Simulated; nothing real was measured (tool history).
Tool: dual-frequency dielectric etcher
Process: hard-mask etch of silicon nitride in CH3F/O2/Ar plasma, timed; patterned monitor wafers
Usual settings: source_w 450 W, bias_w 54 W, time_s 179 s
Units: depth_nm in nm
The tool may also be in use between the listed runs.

run   hour  source_w  bias_w  time_s  read-back reference wafer on the same gauge, depth_nm  depth_nm
  1      0       450      54     179                                                    129     110.4
  2   28.5       530      54     179                                                    129     114.6
  3   97.5       450      54     179                                                    129     109.9
  4    141       450      54     179                                                    129     110.3
  5  180.5       450      54     179                                                    129     109.8
  6  229.2       450      60     179                                                    129     114.5
  7  284.2       450      54     179                                                    129     109.8
     358.6  -- wet clean of the chamber
  8  359.1       450      54     179                                                    129     110.6
  9  392.1       450      54     179                                                    129     110.2
     405.1  -- bias power generator calibrated
     406.5  -- gauge calibrated
     438.6  -- upper electrode replaced
 10  440.5       380      54   203.5                                                  128.9     120.8
     478.2  -- source power generator calibrated
 11  507.6       450      60     179                                                    129     116.6
 12  546.3       450      54     179                                                    129     111.2
 13  571.3       360      54     218                                                    129       129
 14    615       450      54   148.5                                                    129        92
 15  665.7       510      49     179                                                    129     109.4
 16    725       450      63     179                                                    129     118.2
 17  785.4       400      42   194.5                                                    129     104.8
 18  836.6       450      41     179                                                    129      98.1
     866.8  -- wet clean of the chamber
 19    895       450      54     128                                                    129      79.6

5 ways to go on from here, each from the tool as it stands after run 19. What would each give?
  A  895.5       450      54     179                                                      ?         ?
  B  895.5       450      54     210                                                      ?         ?
  C  895.5       520      54     179                                                      ?         ?
  D  895.5       410      66     149                                                      ?         ?
  E  895.5       450      48     194                                                      ?         ?

run  read-back reference wafer on the same gauge, depth_nm  depth_nm
  A                                                    129     111.4
  B                                                    129     130.6
  C                                                    129     115.3
  D                                                    129      98.8
  E                                                    129     114.8
Without the tool's hidden state the same runs would have given:
run  depth_nm
  A     112.2
  B     131.6
  C     116.1
  D      99.6
  E     115.7
